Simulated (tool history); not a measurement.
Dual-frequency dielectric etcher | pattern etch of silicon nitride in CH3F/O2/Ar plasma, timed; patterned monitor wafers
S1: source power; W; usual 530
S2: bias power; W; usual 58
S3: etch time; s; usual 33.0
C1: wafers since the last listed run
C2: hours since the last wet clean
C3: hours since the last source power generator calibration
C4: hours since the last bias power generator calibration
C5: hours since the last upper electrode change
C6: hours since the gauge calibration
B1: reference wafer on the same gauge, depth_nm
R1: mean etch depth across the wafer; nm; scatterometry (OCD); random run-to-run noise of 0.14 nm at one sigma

Run 1, hour 0.0: usual settings; C1 0; C2 51.9; C3 1424.8; C4 4818.5; C5 106.2; C6 1526.3; B1 19.62. Result: R1 24.28 nm.
Run 2, hour 33.8: usual settings but S1 500 W; C1 562; C2 85.7; C3 1458.6; C4 4852.3; C5 140.0; C6 1560.1; B1 19.59. Result: R1 23.25 nm.
Run 3, hour 46.1: usual settings but S1 500 W; C1 204; C2 98.0; C3 1470.9; C4 4864.6; C5 152.3; C6 1572.4; B1 19.61. Result: R1 23.24 nm.
Run 4, hour 81.1: usual settings but S1 500 W; C1 582; C2 133.0; C3 1505.9; C4 4899.6; C5 187.3; C6 1607.4; B1 19.60. Result: R1 23.53 nm.
Run 5, hour 105.6: usual settings but S3 30.0 s; C1 407; C2 157.5; C3 1530.4; C4 4924.1; C5 211.8; C6 1631.9; B1 19.64. Result: R1 21.52 nm.
At hour 113.4: gauge calibrated.
Run 6, hour 119.3: usual settings; C1 228; C2 171.2; C3 1544.1; C4 4937.8; C5 225.5; C6 5.9; B1 19.63. Result: R1 23.74 nm.
Run 7, hour 154.9: usual settings but S2 64 W, S3 26.0 s; C1 592; C2 206.8; C3 1579.7; C4 4973.4; C5 261.1; C6 41.5; B1 19.59. Result: R1 19.52 nm.
At hour 191.9: bias power generator calibrated.
Run 8, hour 257.4: usual settings but S1 490 W; C1 1639; C2 309.3; C3 1682.2; C4 65.5; C5 363.6; C6 144.0; B1 19.65. Result: R1 22.79 nm.
Run 9, hour 273.1: usual settings but S1 640 W, S2 51 W, S3 40.5 s; C1 261; C2 325.0; C3 1697.9; C4 81.2; C5 379.3; C6 159.7; B1 19.56. Result: R1 30.02 nm.
Run 10, hour 308.9: usual settings but S2 69 W; C1 595; C2 360.8; C3 1733.7; C4 117.0; C5 415.1; C6 195.5; B1 19.60. Result: R1 25.23 nm.
At hour 341.6: wet clean of the chamber.
Run 11, hour 342.1: usual settings; C1 153; C2 0.5; C3 1766.9; C4 150.2; C5 448.3; C6 228.7; B1 19.58. Result: R1 24.24 nm.
Run 12, hour 348.7: usual settings but S1 600 W, S2 52 W, S3 24.5 s; C1 109; C2 7.1; C3 1773.5; C4 156.8; C5 454.9; C6 235.3; B1 19.60. Result: R1 18.19 nm.
Run 13, hour 384.0: usual settings but S1 650 W; C1 587; C2 42.4; C3 1808.8; C4 192.1; C5 490.2; C6 270.6; B1 19.62. Result: R1 26.67 nm.
Run 14, hour 403.9: usual settings; C1 331; C2 62.3; C3 1828.7; C4 212.0; C5 510.1; C6 290.5; B1 19.60. Result: R1 24.05 nm.
At hour 439.5: source power generator calibrated.
Run 15, hour 440.0: usual settings but S1 470 W, S2 67 W, S3 37.0 s; C1 534; C2 98.4; C3 0.5; C4 248.1; C5 546.2; C6 326.6; B1 19.60. Result: R1 27.26 nm.
Run 16, hour 463.2: usual settings but S1 440 W, S3 30.5 s; C1 386; C2 121.6; C3 23.7; C4 271.3; C5 569.4; C6 349.8; B1 19.55. Result: R1 20.01 nm.
Run 17, hour 499.1: usual settings; C1 597; C2 157.5; C3 59.6; C4 307.2; C5 605.3; C6 385.7; B1 19.60. Result: R1 23.80 nm.
Run 18, hour 521.0: usual settings; C1 364; C2 179.4; C3 81.5; C4 329.1; C5 627.2; C6 407.6; B1 19.60. Result: R1 23.63 nm.
Run 19, hour 547.2: usual settings; C1 436; C2 205.6; C3 107.7; C4 355.3; C5 653.4; C6 433.8; B1 19.58. Result: R1 23.61 nm.
Run 20, hour 565.9: usual settings but S1 460 W, S2 53 W, S3 26.5 s; C1 311; C2 224.3; C3 126.4; C4 374.0; C5 672.1; C6 452.5; B1 19.62. Result: R1 16.94 nm.
Run 21, hour 585.4: usual settings but S1 470 W, S2 53 W, S3 29.0 s; C1 324; C2 243.8; C3 145.9; C4 393.5; C5 691.6; C6 472.0; B1 19.62. Result: R1 18.86 nm.
Run 22, hour 600.6: usual settings but S1 620 W, S2 54 W, S3 24.5 s; C1 253; C2 259.0; C3 161.1; C4 408.7; C5 706.8; C6 487.2; B1 19.62. Result: R1 18.26 nm.
Run 23, hour 617.7: usual settings but S1 650 W; C1 284; C2 276.1; C3 178.2; C4 425.8; C5 723.9; C6 504.3; B1 19.60. Result: R1 25.98 nm.
Run 24, hour 630.1: usual settings but S1 470 W, S2 71 W, S3 26.0 s; C1 206; C2 288.5; C3 190.6; C4 438.2; C5 736.3; C6 516.7; B1 19.57. Result: R1 19.21 nm.
Run 25, hour 658.5: usual settings but S1 590 W; C1 472; C2 316.9; C3 219.0; C4 466.6; C5 764.7; C6 545.1; B1 19.61. Result: R1 24.78 nm.
Run 26, hour 685.8: usual settings; C1 454; C2 344.2; C3 246.3; C4 493.9; C5 792.0; C6 572.4; B1 19.57. Result: R1 23.47 nm.
Run 27, hour 708.4: usual settings but S3 26.0 s; C1 376; C2 366.8; C3 268.9; C4 516.5; C5 814.6; C6 595.0; B1 19.59. Result: R1 18.48 nm.
At hour 750.5: wet clean of the chamber.
Run 28, hour 751.0: usual settings; C1 309; C2 0.5; C3 311.5; C4 559.1; C5 857.2; C6 637.6; B1 19.60. Result: R1 24.40 nm.
Run 29, hour 758.2: usual settings; C1 119; C2 7.7; C3 318.7; C4 566.3; C5 864.4; C6 644.8; B1 19.57. Result: R1 23.99 nm.

What would each run have given without the hidden state, its run-to-run variation left as it was?
The tool's hidden condition here consists of: etch rate over this chamber's usual, %; source power that arrives over what is set, %; bias power that arrives over what is set, %; gauge reads high (%).
run     R1
  1  24.30
  2  23.33
  3  23.34
  4  23.70
  5  21.72
  6  23.99
  7  19.78
  8  23.28
  9  30.72
 10  25.89
 11  24.18
 12  18.15
 13  26.69
 14  24.10
 15  27.40
 16  20.15
 17  24.04
 18  23.91
 19  23.94
 20  17.20
 21  19.18
 22  18.60
 23  26.49
 24  19.61
 25  25.35
 26  24.07
 27  18.98
 28  24.30
 29  23.91
